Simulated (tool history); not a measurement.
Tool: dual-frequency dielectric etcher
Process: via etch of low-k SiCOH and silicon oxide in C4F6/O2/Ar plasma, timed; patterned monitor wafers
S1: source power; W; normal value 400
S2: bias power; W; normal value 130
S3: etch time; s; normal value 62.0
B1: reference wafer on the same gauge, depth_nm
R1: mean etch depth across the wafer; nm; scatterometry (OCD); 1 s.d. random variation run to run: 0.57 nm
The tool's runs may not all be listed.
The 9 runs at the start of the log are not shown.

run   hour   S1   S2    S3     B1     R1
 10  106.9  400  130  62.0  131.9  138.5
     138.8  -- upper electrode replaced
     140.3  -- source power generator calibrated
     151.5  -- bias power generator calibrated
 11  152.8  450  110  70.5  132.0  155.6
 12  161.5  330  130  47.5  132.1  100.3
 13  168.2  330  130  47.5  131.9   99.9
     201.1  -- wet clean of the chamber
     201.5  -- gauge calibrated
 14  217.5  330  109  77.5  132.1  153.0
 15  232.7  340  140  62.0  131.8  132.9
 16  250.0  470  117  46.0  131.7  103.3
 17  259.1  400  130  62.0  132.3  136.1
 18  268.6  400  130  52.0  132.1  113.9
 19  279.2  470  110  62.0  132.1  135.8
 20  288.2  400  147  62.0  132.2  140.6
 21  295.6  400  130  62.0  132.0  135.4
 22  313.6  400  130  62.0  132.2  136.6
 23  325.2  320  130  71.0  132.2  147.8
 24  342.6  400  130  62.0  132.2  137.0
 25  349.7  400  154  62.0  132.1  144.4
 26  378.8  470  116  53.5  132.0  119.1
 27  388.4  400  130  62.0  131.9  136.3
 28  404.2  330  156  69.0  132.0  152.3
 29  415.8  350  108  46.0  131.8   93.1
 30  424.1  400  130  62.0  132.1  136.5
 31  457.4  400  130  62.0  131.8  137.6

Below are 3 alternative next runs, each starting from the tool's condition after run 31. Predict each:
  A  457.8  400  122  62.0   ?   ?
  B  457.8  400  130  49.5   ?   ?
  C  457.8  350  130  72.5   ?   ?

run     B1     R1
  A  131.9  134.2
  B  131.9  109.1
  C  131.9  153.9
Without the tool's unlogged condition, the same runs would have read:
run     R1
  A  132.8
  B  108.0
  C  152.3

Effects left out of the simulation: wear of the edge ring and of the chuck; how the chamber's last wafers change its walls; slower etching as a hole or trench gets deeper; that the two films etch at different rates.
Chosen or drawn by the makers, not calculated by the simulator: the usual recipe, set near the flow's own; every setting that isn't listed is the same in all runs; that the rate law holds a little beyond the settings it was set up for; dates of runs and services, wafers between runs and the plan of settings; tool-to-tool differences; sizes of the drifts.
